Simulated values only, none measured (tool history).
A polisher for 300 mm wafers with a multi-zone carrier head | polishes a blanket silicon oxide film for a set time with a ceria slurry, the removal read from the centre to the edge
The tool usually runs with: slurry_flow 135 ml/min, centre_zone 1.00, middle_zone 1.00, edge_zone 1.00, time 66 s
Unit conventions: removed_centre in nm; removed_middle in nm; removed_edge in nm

run,hour,slurry_flow,centre_zone,middle_zone,edge_zone,time,"incoming thickness of the incoming film, nm",removed_centre,removed_middle,removed_edge
1,0.0,135,1.00,1.00,1.00,66,1647.7,249.2,250.5,240.4
# hour 13.2: worn pad replaced by a new one
# hour 13.7: centre zone pressure recalibrated
2,14.2,135,0.97,1.00,1.00,66,1630.4,255.6,262.6,256.9
3,25.5,135,1.00,1.00,1.00,66,1646.5,262.4,261.6,249.2
4,38.1,110,1.00,1.00,1.00,88,1634.8,329.1,333.2,322.7
5,49.8,135,1.00,1.00,1.00,66,1635.2,251.6,250.6,245.1
6,58.3,135,0.92,1.00,0.97,66,1614.5,235.5,246.4,241.0
7,65.8,160,1.00,0.92,1.00,66,1622.0,259.7,233.5,250.4
8,73.6,135,1.00,1.00,1.00,66,1644.2,250.7,253.4,244.2
9,87.0,135,1.00,1.00,1.00,66,1615.1,249.6,251.6,240.1
# hour 92.5: worn pad replaced by a new one
10,97.6,135,1.00,1.00,1.00,66,1629.7,266.8,265.0,255.2
11,114.8,150,0.92,1.00,1.10,66,1659.5,240.8,259.1,264.3
12,126.4,175,1.10,1.00,1.00,66,1625.1,290.8,261.7,248.2
13,133.4,135,1.00,1.00,1.00,66,1624.3,257.0,250.3,244.5
14,142.3,120,1.00,0.91,1.00,48,1651.5,180.6,166.0,173.1
15,153.0,95,1.09,1.00,1.00,66,1635.5,260.7,239.3,233.4
16,162.6,120,1.00,0.91,1.00,48,1621.1,179.1,161.3,173.9
# hour 173.9: worn pad replaced by a new one
17,174.4,90,1.00,1.00,1.00,66,1644.4,255.2,251.7,244.6
18,184.3,90,1.00,1.00,1.08,66,1634.4,243.5,241.3,251.5
19,195.4,135,1.00,1.00,1.00,66,1597.1,255.7,251.3,248.7
20,202.6,160,1.04,1.00,1.00,54,1637.0,225.9,209.0,203.6
21,215.5,90,1.00,1.00,1.00,81,1641.0,293.1,286.0,286.7

Difference, measured minus no-hidden-state, one row per run. Run-to-run variation is common to both terms; the gauge's own scatter need not be:
Hidden state present: removal rate lost through wear of the pad, %; slurry flow missing at the pad, %; deviation of the centre zone's pressure from its setpoint, %; deviation of the edge zone's pressure from its setpoint, %.
run,removed_centre,removed_middle,removed_edge
1,-17.6,-17.7,-17.0
2,-1.8,-1.9,-1.8
3,-7.5,-7.5,-7.1
4,-14.8,-15.0,-14.5
5,-13.9,-13.8,-13.5
6,-14.3,-14.9,-14.6
7,-16.6,-15.0,-16.1
8,-16.8,-17.0,-16.3
9,-17.6,-17.7,-16.9
10,-3.9,-3.8,-3.7
11,-9.8,-10.5,-10.7
12,-15.0,-13.5,-12.8
13,-14.5,-14.1,-13.8
14,-11.1,-10.2,-10.6
15,-17.1,-15.6,-15.3
16,-12.2,-11.0,-11.9
17,-2.4,-2.4,-2.3
18,-7.1,-7.0,-7.3
19,-11.5,-11.2,-11.2
20,-11.9,-10.9,-10.7
21,-18.2,-17.9,-17.8

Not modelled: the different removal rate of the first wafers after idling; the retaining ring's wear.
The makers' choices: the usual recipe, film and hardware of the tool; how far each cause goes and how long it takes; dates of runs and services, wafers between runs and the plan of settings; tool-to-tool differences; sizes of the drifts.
